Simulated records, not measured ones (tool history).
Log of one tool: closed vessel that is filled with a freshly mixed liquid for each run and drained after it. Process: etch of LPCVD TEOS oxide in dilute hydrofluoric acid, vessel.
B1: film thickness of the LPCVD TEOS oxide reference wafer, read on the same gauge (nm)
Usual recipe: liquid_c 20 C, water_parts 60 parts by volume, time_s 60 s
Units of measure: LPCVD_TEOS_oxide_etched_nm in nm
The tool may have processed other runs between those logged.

run 1 hour=0.0 | liquid_c=20 water_parts=70 time_s=60 | B1=130.02 | LPCVD_TEOS_oxide_etched_nm=39.40
run 2 hour=18.3 | liquid_c=17 water_parts=60 time_s=60 | B1=130.01 | LPCVD_TEOS_oxide_etched_nm=40.40
run 3 hour=42.1 | liquid_c=17 water_parts=60 time_s=60 | B1=130.04 | LPCVD_TEOS_oxide_etched_nm=40.99
run 4 hour=54.5 | liquid_c=17 water_parts=60 time_s=60 | B1=130.00 | LPCVD_TEOS_oxide_etched_nm=41.02
run 5 hour=88.5 | liquid_c=20 water_parts=60 time_s=40 | B1=130.01 | LPCVD_TEOS_oxide_etched_nm=31.13
run 6 hour=114.1 | liquid_c=20 water_parts=60 time_s=40 | B1=129.98 | LPCVD_TEOS_oxide_etched_nm=31.16
run 7 hour=139.8 | liquid_c=20 water_parts=60 time_s=40 | B1=130.00 | LPCVD_TEOS_oxide_etched_nm=31.22
run 8 hour=158.7 | liquid_c=20 water_parts=60 time_s=60 | B1=130.00 | LPCVD_TEOS_oxide_etched_nm=47.40
run 9 hour=171.6 | liquid_c=20 water_parts=50 time_s=60 | B1=130.01 | LPCVD_TEOS_oxide_etched_nm=57.07
run 10 hour=205.3 | liquid_c=20 water_parts=50 time_s=60 | B1=129.99 | LPCVD_TEOS_oxide_etched_nm=57.04
run 11 hour=226.9 | liquid_c=20 water_parts=50 time_s=60 | B1=130.02 | LPCVD_TEOS_oxide_etched_nm=56.05
run 12 hour=252.7 | liquid_c=20 water_parts=60 time_s=60 | B1=130.04 | LPCVD_TEOS_oxide_etched_nm=47.42
run 13 hour=273.0 | liquid_c=20 water_parts=60 time_s=60 | B1=129.99 | LPCVD_TEOS_oxide_etched_nm=47.58
-- hour=298.1 hydrofluoric acid flow meter replaced
run 14 hour=305.7 | liquid_c=20 water_parts=60 time_s=60 | B1=130.02 | LPCVD_TEOS_oxide_etched_nm=41.11
run 15 hour=325.1 | liquid_c=17 water_parts=50 time_s=60 | B1=130.06 | LPCVD_TEOS_oxide_etched_nm=44.30
run 16 hour=349.0 | liquid_c=25 water_parts=70 time_s=75 | B1=130.01 | LPCVD_TEOS_oxide_etched_nm=54.00

What does the tool deliver on the next run?
run 17 hour=363.2 | liquid_c=17 water_parts=85 time_s=90 | B1=? | LPCVD_TEOS_oxide_etched_nm=?

B1: 130.02
LPCVD_TEOS_oxide_etched_nm: 37.83 nm
Take away the tool's hidden state, keep the run-to-run variation as it was, and the same run would have given LPCVD_TEOS_oxide_etched_nm 37.51 nm.
